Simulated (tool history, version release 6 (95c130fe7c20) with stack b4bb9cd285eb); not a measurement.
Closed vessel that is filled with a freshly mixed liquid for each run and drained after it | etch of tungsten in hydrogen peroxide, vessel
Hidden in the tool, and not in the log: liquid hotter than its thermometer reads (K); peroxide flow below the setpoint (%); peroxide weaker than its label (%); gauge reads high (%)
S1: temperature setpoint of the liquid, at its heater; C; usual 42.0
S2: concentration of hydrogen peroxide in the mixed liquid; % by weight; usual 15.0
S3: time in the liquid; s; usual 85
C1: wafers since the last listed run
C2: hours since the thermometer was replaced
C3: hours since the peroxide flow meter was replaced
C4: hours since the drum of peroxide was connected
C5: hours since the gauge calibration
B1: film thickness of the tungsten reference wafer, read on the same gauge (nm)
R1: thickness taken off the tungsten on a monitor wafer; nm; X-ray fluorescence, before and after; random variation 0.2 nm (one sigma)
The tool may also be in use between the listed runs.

run 1 hour=0.0 | S1=35.5 S2=15.0 S3=85 | C1=0 C2=1068.9 C3=325.3 C4=330.3 C5=3.7 | B1=69.98 | R1=22.40
run 2 hour=27.4 | S1=35.5 S2=15.0 S3=85 | C1=3750 C2=1096.3 C3=352.7 C4=357.7 C5=31.1 | B1=69.99 | R1=22.48
run 3 hour=55.1 | S1=35.5 S2=15.0 S3=85 | C1=3791 C2=1124.0 C3=380.4 C4=385.4 C5=58.8 | B1=70.00 | R1=22.53
run 4 hour=84.5 | S1=42.0 S2=15.0 S3=85 | C1=4024 C2=1153.4 C3=409.8 C4=414.8 C5=88.2 | B1=70.03 | R1=34.56
run 5 hour=117.4 | S1=42.0 S2=15.0 S3=85 | C1=4503 C2=1186.3 C3=442.7 C4=447.7 C5=121.1 | B1=70.01 | R1=34.30
run 6 hour=136.7 | S1=42.0 S2=15.0 S3=85 | C1=2641 C2=1205.6 C3=462.0 C4=467.0 C5=140.4 | B1=70.00 | R1=34.20
run 7 hour=169.9 | S1=42.0 S2=12.5 S3=85 | C1=4544 C2=1238.8 C3=495.2 C4=500.2 C5=173.6 | B1=69.98 | R1=31.19
run 8 hour=187.8 | S1=42.0 S2=15.0 S3=85 | C1=2449 C2=1256.7 C3=513.1 C4=518.1 C5=191.5 | B1=70.02 | R1=34.08
-- hour=189.9 new drum of peroxide connected
-- hour=190.2 peroxide flow meter replaced
-- hour=199.1 thermometer replaced
run 9 hour=218.6 | S1=42.0 S2=15.0 S3=85 | C1=3901 C2=19.5 C3=28.4 C4=28.7 C5=222.3 | B1=70.01 | R1=35.31
run 10 hour=235.5 | S1=42.0 S2=15.0 S3=35 | C1=2313 C2=36.4 C3=45.3 C4=45.6 C5=239.2 | B1=70.00 | R1=14.50
-- hour=240.9 gauge calibrated
run 11 hour=252.3 | S1=37.0 S2=18.0 S3=65 | C1=2299 C2=53.2 C3=62.1 C4=62.4 C5=11.4 | B1=70.01 | R1=21.35
run 12 hour=266.7 | S1=47.5 S2=15.0 S3=135 | C1=1970 C2=67.6 C3=76.5 C4=76.8 C5=25.8 | B1=70.00 | R1=79.47
run 13 hour=298.2 | S1=38.5 S2=12.0 S3=110 | C1=4311 C2=99.1 C3=108.0 C4=108.3 C5=57.3 | B1=69.98 | R1=32.40
run 14 hour=322.0 | S1=46.5 S2=16.5 S3=60 | C1=3257 C2=122.9 C3=131.8 C4=132.1 C5=81.1 | B1=69.99 | R1=34.77

Forecast each of these 3 alternatives for the next run:
run A hour=322.7 | S1=42.0 S2=15.0 S3=65 | C1=95 C2=123.6 C3=132.5 C4=132.8 C5=81.8 | B1=? | R1=?
run B hour=322.7 | S1=48.0 S2=18.0 S3=70 | C1=95 C2=123.6 C3=132.5 C4=132.8 C5=81.8 | B1=? | R1=?
run C hour=322.7 | S1=50.0 S2=15.0 S3=40 | C1=95 C2=123.6 C3=132.5 C4=132.8 C5=81.8 | B1=? | R1=?

run=A B1=70.00 R1=26.95
run=B B1=70.00 R1=46.42
run=C B1=70.00 R1=27.38
Without the tool's hidden state the same runs would have given:
run=A R1=27.34
run=B R1=47.09
run=C R1=27.78

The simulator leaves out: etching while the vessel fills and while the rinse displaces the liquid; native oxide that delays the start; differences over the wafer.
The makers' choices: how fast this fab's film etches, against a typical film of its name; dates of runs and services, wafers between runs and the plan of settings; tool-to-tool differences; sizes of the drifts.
